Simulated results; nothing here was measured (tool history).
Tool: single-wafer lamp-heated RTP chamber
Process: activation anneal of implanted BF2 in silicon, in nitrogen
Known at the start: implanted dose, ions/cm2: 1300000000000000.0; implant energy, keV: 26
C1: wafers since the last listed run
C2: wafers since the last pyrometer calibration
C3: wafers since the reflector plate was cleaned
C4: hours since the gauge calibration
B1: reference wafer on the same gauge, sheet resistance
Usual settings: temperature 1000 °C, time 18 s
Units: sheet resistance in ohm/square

run 1 hour=0 | temperature=1000 time=18 | C1=0 C2=5597 C3=1566 C4=787.8 | B1=191.85 | sheet_resistance=155.26
run 2 hour=70.2 | temperature=1000 time=18 | C1=1081 C2=6679 C3=2647 C4=858 | B1=192.09 | sheet_resistance=154.63
run 3 hour=131.1 | temperature=1000 time=18 | C1=938 C2=7617 C3=3585 C4=918.9 | B1=191.95 | sheet_resistance=153.81
run 4 hour=194.8 | temperature=1022 time=25 | C1=981 C2=8598 C3=4567 C4=982.6 | B1=192.17 | sheet_resistance=128.02
-- hour=220.9 pyrometer window cleaned and pyrometer calibrated
run 5 hour=287.1 | temperature=1022 time=25 | C1=1298 C2=1019 C3=5865 C4=1074.9 | B1=191.95 | sheet_resistance=129.51
run 6 hour=331.7 | temperature=1022 time=25 | C1=687 C2=1706 C3=6552 C4=1119.5 | B1=191.93 | sheet_resistance=128.21
run 7 hour=409.6 | temperature=1000 time=18 | C1=1200 C2=2906 C3=7753 C4=1197.4 | B1=192.01 | sheet_resistance=153.09
run 8 hour=507 | temperature=1000 time=18 | C1=1500 C2=4407 C3=9253 C4=1294.8 | B1=191.92 | sheet_resistance=153.56
run 9 hour=558 | temperature=1000 time=18 | C1=785 C2=5193 C3=10039 C4=1345.8 | B1=191.97 | sheet_resistance=152.8
-- hour=617.6 gauge calibrated
run 10 hour=639.3 | temperature=1029 time=27 | C1=1252 C2=6445 C3=11291 C4=21.7 | B1=191.95 | sheet_resistance=121.56
-- hour=709.4 reflector plate cleaned
run 11 hour=722.4 | temperature=1000 time=18 | C1=1156 C2=7602 C3=199 C4=104.8 | B1=192.28 | sheet_resistance=155.62
-- hour=808 pyrometer window cleaned and pyrometer calibrated
run 12 hour=828 | temperature=1000 time=18 | C1=1503 C2=308 C3=1703 C4=210.4 | B1=191.89 | sheet_resistance=157.59
run 13 hour=889.8 | temperature=1000 time=12 | C1=952 C2=1260 C3=2655 C4=272.2 | B1=192.06 | sheet_resistance=163.83
run 14 hour=1121.5 | temperature=983 time=7 | C1=3569 C2=4829 C3=6224 C4=503.9 | B1=192 | sheet_resistance=189.26
run 15 hour=1159.7 | temperature=1018 time=28 | C1=588 C2=5418 C3=6813 C4=542.1 | B1=191.88 | sheet_resistance=128.79
run 16 hour=1207.1 | temperature=1030 time=28 | C1=730 C2=6148 C3=7543 C4=589.5 | B1=191.97 | sheet_resistance=120.72
run 17 hour=1282.5 | temperature=974 time=28 | C1=1161 C2=7309 C3=8705 C4=664.9 | B1=192.03 | sheet_resistance=176.28
run 18 hour=1327.7 | temperature=984 time=28 | C1=696 C2=8006 C3=9401 C4=710.1 | B1=192 | sheet_resistance=161.95
run 19 hour=1371.3 | temperature=1000 time=13 | C1=671 C2=8677 C3=10073 C4=753.7 | B1=191.97 | sheet_resistance=158.41

Forecast each of these 5 alternatives for the next run:
run A hour=1371.7 | temperature=986 time=18 | C1=6 C2=8684 C3=10079 C4=754.1 | B1=? | sheet_resistance=?
run B hour=1371.7 | temperature=976 time=14 | C1=6 C2=8684 C3=10079 C4=754.1 | B1=? | sheet_resistance=?
run C hour=1371.7 | temperature=973 time=13 | C1=6 C2=8684 C3=10079 C4=754.1 | B1=? | sheet_resistance=?
run D hour=1371.7 | temperature=986 time=13 | C1=6 C2=8684 C3=10079 C4=754.1 | B1=? | sheet_resistance=?
run E hour=1371.7 | temperature=1000 time=25 | C1=6 C2=8684 C3=10079 C4=754.1 | B1=? | sheet_resistance=?

run=A B1=192.03 sheet_resistance=168.8
run=B B1=192.03 sheet_resistance=186.03
run=C B1=192.03 sheet_resistance=191.05
run=D B1=192.03 sheet_resistance=175.05
run=E B1=192.03 sheet_resistance=146.15
Without the tool's hidden state the same runs would have given:
run=A sheet_resistance=176.92
run=B sheet_resistance=194.37
run=C sheet_resistance=199.43
run=D sheet_resistance=182.95
run=E sheet_resistance=153.07

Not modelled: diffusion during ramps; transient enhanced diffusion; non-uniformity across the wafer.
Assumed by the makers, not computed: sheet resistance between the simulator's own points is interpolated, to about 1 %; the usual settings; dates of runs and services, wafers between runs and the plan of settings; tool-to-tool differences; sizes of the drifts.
